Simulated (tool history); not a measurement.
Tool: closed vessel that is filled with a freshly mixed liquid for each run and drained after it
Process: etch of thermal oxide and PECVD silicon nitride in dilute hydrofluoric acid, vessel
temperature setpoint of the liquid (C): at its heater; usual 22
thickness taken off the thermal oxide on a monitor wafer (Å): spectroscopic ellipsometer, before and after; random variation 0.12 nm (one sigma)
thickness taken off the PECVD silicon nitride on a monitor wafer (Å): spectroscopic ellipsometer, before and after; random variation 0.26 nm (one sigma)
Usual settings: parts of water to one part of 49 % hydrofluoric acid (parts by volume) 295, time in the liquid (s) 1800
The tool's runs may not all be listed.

run    hour  temperature setpoint of the liquid (C)  parts of water to one part of 49 % hydrofluoric acid (parts by volume)  time in the liquid (s)  wafers since the last listed run  hours since the thermometer was replaced  hours since the hydrofluoric acid flow meter was replaced  hours since the gauge calibration  read-back film thickness of the thermal oxide reference wafer, read on the same gauge (nm)  read-back film thickness of the PECVD silicon nitride reference wafer, read on the same gauge (nm)  thickness taken off the thermal oxide on a monitor wafer (Å)  thickness taken off the PECVD silicon nitride on a monitor wafer (Å)
  1       0                                      22                                                                     395                    1800                                 0                                     480.9                                                      669.3                                205                                                                                       40.01                                                                                               99.99                                                         166.8                                                                 218.4
  2    40.4                                      23                                                                     260                    1800                              2219                                     521.3                                                      709.7                              245.4                                                                                          40                                                                                               99.95                                                         298.1                                                                 348.4
       96.1  -- hydrofluoric acid flow meter replaced
  3    97.4                                      23                                                                     260                    1800                              3076                                     578.3                                                        1.3                              302.4                                                                                       40.02                                                                                              100.01                                                         296.3                                                                 353.9
  4   121.9                                      22                                                                     390                    1800                              1345                                     602.8                                                       25.8                              326.9                                                                                       39.96                                                                                              100.01                                                         169.1                                                                 221.4
  5   182.2                                      22                                                                     295                    1800                              3312                                     663.1                                                       86.1                              387.2                                                                                       40.02                                                                                               99.99                                                         245.1                                                                 295.5
      221.1  -- thermometer replaced
  6   247.7                                      22                                                                     295                    1800                              3543                                      26.6                                                      151.6                              452.7                                                                                       39.98                                                                                              100.01                                                         244.5                                                                 294.2
  7   275.7                                      22                                                                     295                    1800                              1538                                      54.6                                                      179.6                              480.7                                                                                       39.98                                                                                              100.01                                                         245.1                                                                 292.3
  8   344.5                                      22                                                                     215                    1800                              3779                                     123.4                                                      248.4                              549.5                                                                                       40.06                                                                                              100.04                                                         360.3                                                                 394.9
  9   396.8                                      22                                                                     295                    1800                              2872                                     175.7                                                      300.7                              601.8                                                                                       39.98                                                                                               99.97                                                         242.4                                                                 287.9
 10   463.2                                    25.5                                                                     295                    1125                              3647                                     242.1                                                      367.1                              668.2                                                                                       40.02                                                                                              100.01                                                           173                                                                 224.7
 11   507.7                                      22                                                                     295                    1465                              2444                                     286.6                                                      411.6                              712.7                                                                                       39.98                                                                                              100.01                                                         200.5                                                                 241.9
 12   578.5                                    20.5                                                                     295                    2535                              3889                                     357.4                                                      482.4                              783.5                                                                                          40                                                                                              100.04                                                         323.9                                                                 381.8
 13   635.6                                    26.5                                                                     390                     845                              3136                                     414.5                                                      539.5                              840.6                                                                                       39.96                                                                                              100.01                                                          92.2                                                                 136.9
 14   664.9                                      20                                                                     155                    2380                              1609                                     443.8                                                      568.8                              869.9                                                                                       40.01                                                                                               99.99                                                         650.3                                                                   636
      695.3  -- gauge calibrated
 15   709.2                                    26.5                                                                     295                    1800                              2433                                     488.1                                                      613.1                               13.9                                                                                       39.95                                                                                               99.99                                                         286.1                                                                 386.5
      728.3  -- hydrofluoric acid flow meter replaced
 16   760.8                                      22                                                                     295                    1800                              2779                                     539.7                                                       32.5                               65.5                                                                                       40.03                                                                                              100.03                                                         241.9                                                                   292
 17   787.8                                      26                                                                     195                     905                              1483                                     566.7                                                       59.5                               92.5                                                                                       39.97                                                                                               99.96                                                         236.9                                                                 277.4
 18   867.1                                      22                                                                     295                     990                              4356                                       646                                                      138.8                              171.8                                                                                          40                                                                                               99.97                                                         132.6                                                                 161.7
 19   928.5                                      22                                                                     295                    1800                              3372                                     707.4                                                      200.2                              233.2                                                                                          40                                                                                               99.99                                                         244.7                                                                 292.7
 20   971.1                                      22                                                                     425                    1800                              2340                                       750                                                      242.8                              275.8                                                                                       40.01                                                                                                 100                                                         152.2                                                                 204.7
 21  1021.2                                      22                                                                     295                    1800                              2752                                     800.1                                                      292.9                              325.9                                                                                       40.02                                                                                                 100                                                         241.4                                                                 293.5
 22  1060.1                                      22                                                                     295                    1165                              2136                                       839                                                      331.8                              364.8                                                                                          40                                                                                                 100                                                         159.3                                                                 188.8
       1116  -- thermometer replaced
 23  1124.5                                      22                                                                     295                    1800                              3482                                       8.5                                                      396.2                              429.2                                                                                       39.99                                                                                               99.99                                                         244.4                                                                 293.5
 24  1150.8                                      22                                                                     295                    1800                              1444                                      34.8                                                      422.5                              455.5                                                                                       39.99                                                                                               99.96                                                         244.9                                                                 297.6
 25    1192                                      20                                                                     155                    2510                              2263                                        76                                                      463.7                              496.7                                                                                       39.99                                                                                              100.02                                                         697.8                                                                   667

What the log doesn't show, run by run:
liquid hotter than its thermometer reads (K): 0 in every run
hydrofluoric acid flow above the setpoint (%): 0 in every run
gauge reads high (%): 0 in every run

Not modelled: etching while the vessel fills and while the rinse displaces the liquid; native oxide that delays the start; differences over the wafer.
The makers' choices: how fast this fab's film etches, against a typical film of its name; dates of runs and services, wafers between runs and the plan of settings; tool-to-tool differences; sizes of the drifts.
